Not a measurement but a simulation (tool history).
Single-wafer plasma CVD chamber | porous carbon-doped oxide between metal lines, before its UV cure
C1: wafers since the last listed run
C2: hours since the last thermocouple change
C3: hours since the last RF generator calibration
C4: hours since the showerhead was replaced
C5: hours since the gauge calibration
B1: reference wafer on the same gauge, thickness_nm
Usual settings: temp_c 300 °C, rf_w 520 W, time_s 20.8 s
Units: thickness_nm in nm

Run 1, hour 0: usual settings; C1 0; C2 1579.4; C3 1570.4; C4 7251.6; C5 457.3; B1 139.036. Result: thickness_nm 109.66 nm.
Run 2, hour 26.9: usual settings but temp_c 294 °C; C1 691; C2 1606.3; C3 1597.3; C4 7278.5; C5 484.2; B1 138.691. Result: thickness_nm 114.615 nm.
At hour 45.2: gauge calibrated.
Run 3, hour 64.2: usual settings but temp_c 294 °C; C1 958; C2 1643.6; C3 1634.6; C4 7315.8; C5 19; B1 138.992. Result: thickness_nm 114.325 nm.
Run 4, hour 115.2: usual settings but temp_c 294 °C; C1 1310; C2 1694.6; C3 1685.6; C4 7366.8; C5 70; B1 139.02. Result: thickness_nm 113.764 nm.
Run 5, hour 172.9: usual settings; C1 1482; C2 1752.3; C3 1743.3; C4 7424.5; C5 127.7; B1 139.107. Result: thickness_nm 109.771 nm.
Run 6, hour 225.7: usual settings; C1 1356; C2 1805.1; C3 1796.1; C4 7477.3; C5 180.5; B1 138.973. Result: thickness_nm 110.482 nm.
Run 7, hour 256.6: usual settings; C1 794; C2 1836; C3 1827; C4 7508.2; C5 211.4; B1 138.879. Result: thickness_nm 110.635 nm.
Run 8, hour 286.5: usual settings; C1 768; C2 1865.9; C3 1856.9; C4 7538.1; C5 241.3; B1 139.032. Result: thickness_nm 110.136 nm.
At hour 296.8: thermocouple changed; heater temperature recalibrated.
Run 9, hour 343.3: usual settings but rf_w 560 W, time_s 23.9 s; C1 1254; C2 46.5; C3 1913.7; C4 7594.9; C5 298.1; B1 138.807. Result: thickness_nm 132.112 nm.
Run 10, hour 388: usual settings but temp_c 308 °C, rf_w 550 W, time_s 24.2 s; C1 1148; C2 91.2; C3 1958.4; C4 7639.6; C5 342.8; B1 139.025. Result: thickness_nm 127.445 nm.
At hour 415.1: showerhead replaced.
Run 11, hour 449.4: usual settings but rf_w 585 W, time_s 24 s; C1 1372; C2 152.6; C3 2019.8; C4 34.3; C5 404.2; B1 139.11. Result: thickness_nm 137.138 nm.
At hour 534: gauge calibrated.
At hour 550.8: RF generator calibrated.
Run 12, hour 631.9: usual settings; C1 4484; C2 335.1; C3 81.1; C4 216.8; C5 97.9; B1 138.833. Result: thickness_nm 116.055 nm.
Run 13, hour 681.4: usual settings but temp_c 312 °C, rf_w 610 W, time_s 22.3 s; C1 1272; C2 384.6; C3 130.6; C4 266.3; C5 147.4; B1 138.788. Result: thickness_nm 129.056 nm.
Run 14, hour 725: usual settings but temp_c 312 °C; C1 1120; C2 428.2; C3 174.2; C4 309.9; C5 191; B1 139.039. Result: thickness_nm 107.016 nm.

4 ways to go on from here, each from the tool as it stands after run 14. What would each give?
Run A, hour 725.4: usual settings; C1 10; C2 428.6; C3 174.6; C4 310.3; C5 191.4; B1 ?. Result: thickness_nm ?.
Run B, hour 725.4: usual settings but temp_c 286 °C, time_s 18.3 s; C1 10; C2 428.6; C3 174.6; C4 310.3; C5 191.4; B1 ?. Result: thickness_nm ?.
Run C, hour 725.4: usual settings but temp_c 313 °C; C1 10; C2 428.6; C3 174.6; C4 310.3; C5 191.4; B1 ?. Result: thickness_nm ?.
Run D, hour 725.4: usual settings but rf_w 550 W; C1 10; C2 428.6; C3 174.6; C4 310.3; C5 191.4; B1 ?. Result: thickness_nm ?.

run       B1  thickness_nm
  A  138.904       115.779
  B  138.904       111.422
  C  138.904       107.665
  D  138.904       120.545
Without the tool's hidden state the same runs would have given:
run  thickness_nm
  A       118.123
  B       113.678
  C       109.845
  D       122.978

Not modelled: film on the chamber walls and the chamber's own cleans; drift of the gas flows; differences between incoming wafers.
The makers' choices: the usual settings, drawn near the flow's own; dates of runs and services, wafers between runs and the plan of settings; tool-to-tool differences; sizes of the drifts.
